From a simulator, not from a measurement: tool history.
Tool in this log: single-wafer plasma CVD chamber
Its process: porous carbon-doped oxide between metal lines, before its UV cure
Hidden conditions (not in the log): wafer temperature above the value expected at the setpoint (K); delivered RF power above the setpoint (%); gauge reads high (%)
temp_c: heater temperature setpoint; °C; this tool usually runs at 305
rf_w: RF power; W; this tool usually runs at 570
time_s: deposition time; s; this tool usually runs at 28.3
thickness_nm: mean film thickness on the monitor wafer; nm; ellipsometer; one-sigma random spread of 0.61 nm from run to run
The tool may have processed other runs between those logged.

run   hour  temp_c  rf_w  time_s  wafers since the last listed run  hours since the last thermocouple change  hours since the last RF generator calibration  hours since the showerhead was replaced  hours since the gauge calibration  read-back reference wafer on the same gauge, thickness_nm  thickness_nm
  1    0.0     305   570    28.3                                 0                                    1427.5                                         1363.4                                   5980.8                              353.0                                                    156.955       177.171
  2   56.0     305   570    28.3                               816                                    1483.5                                         1419.4                                   6036.8                              409.0                                                    156.850       177.679
  3  115.5     305   570    28.3                               867                                    1543.0                                         1478.9                                   6096.3                              468.5                                                    156.864       176.650
     115.7  -- gauge calibrated
  4  182.9     305   570    28.3                               982                                    1610.4                                         1546.3                                   6163.7                               67.2                                                    156.929       175.762
  5  217.4     305   615    28.3                               503                                    1644.9                                         1580.8                                   6198.2                              101.7                                                    157.036       185.250
  6  266.2     305   615    28.3                               711                                    1693.7                                         1629.6                                   6247.0                              150.5                                                    156.990       184.617
  7  308.2     305   570    28.3                               612                                    1735.7                                         1671.6                                   6289.0                              192.5                                                    156.895       173.809
     326.1  -- RF generator calibrated
  8  345.7     305   570    30.2                               430                                    1773.2                                           19.6                                   6326.5                              230.0                                                    156.985       198.431
     368.7  -- showerhead replaced
  9  371.0     313   620    26.1                               252                                    1798.5                                           44.9                                      2.3                              255.3                                                    156.911       176.304
 10  431.2     301   570    22.6                               877                                    1858.7                                          105.1                                     62.5                              315.5                                                    156.906       152.113
 11  501.7     305   680    25.7                              1028                                    1929.2                                          175.6                                    133.0                              386.0                                                    156.973       193.946
     504.8  -- gauge calibrated
     518.2  -- thermocouple changed; heater temperature recalibrated
 12  528.0     305   570    28.3                               266                                       9.8                                          201.9                                    159.3                               23.2                                                    156.927       185.440
 13  565.0     305   570    31.1                               539                                      46.8                                          238.9                                    196.3                               60.2                                                    157.011       203.253
 14  592.0     300   570    28.3                               393                                      73.8                                          265.9                                    223.3                               87.2                                                    156.926       190.846
 15  637.9     305   570    28.3                               669                                     119.7                                          311.8                                    269.2                              133.1                                                    157.062       184.497
 16  680.4     305   570    28.3                               619                                     162.2                                          354.3                                    311.7                              175.6                                                    156.976       186.458
 17  728.1     295   570    31.1                               695                                     209.9                                          402.0                                    359.4                              223.3                                                    157.047       213.168

Alternative continuations, all from the tool just after run 17; predict every row:
  A  728.5     305   570    28.3                                 5                                     210.3                                          402.4                                    359.8                              223.7                                                          ?             ?
  B  728.5     320   600    32.4                                 5                                     210.3                                          402.4                                    359.8                              223.7                                                          ?             ?
  C  728.5     298   525    31.6                                 5                                     210.3                                          402.4                                    359.8                              223.7                                                          ?             ?
  D  728.5     314   675    28.3                                 5                                     210.3                                          402.4                                    359.8                              223.7                                                          ?             ?

run  read-back reference wafer on the same gauge, thickness_nm  thickness_nm
  A                                                    157.020       185.045
  B                                                    157.020       204.408
  C                                                    157.020       200.132
  D                                                    157.020       200.924
What these runs would have given with no unlogged condition in the tool:
run  thickness_nm
  A       186.136
  B       205.613
  C       201.337
  D       202.091
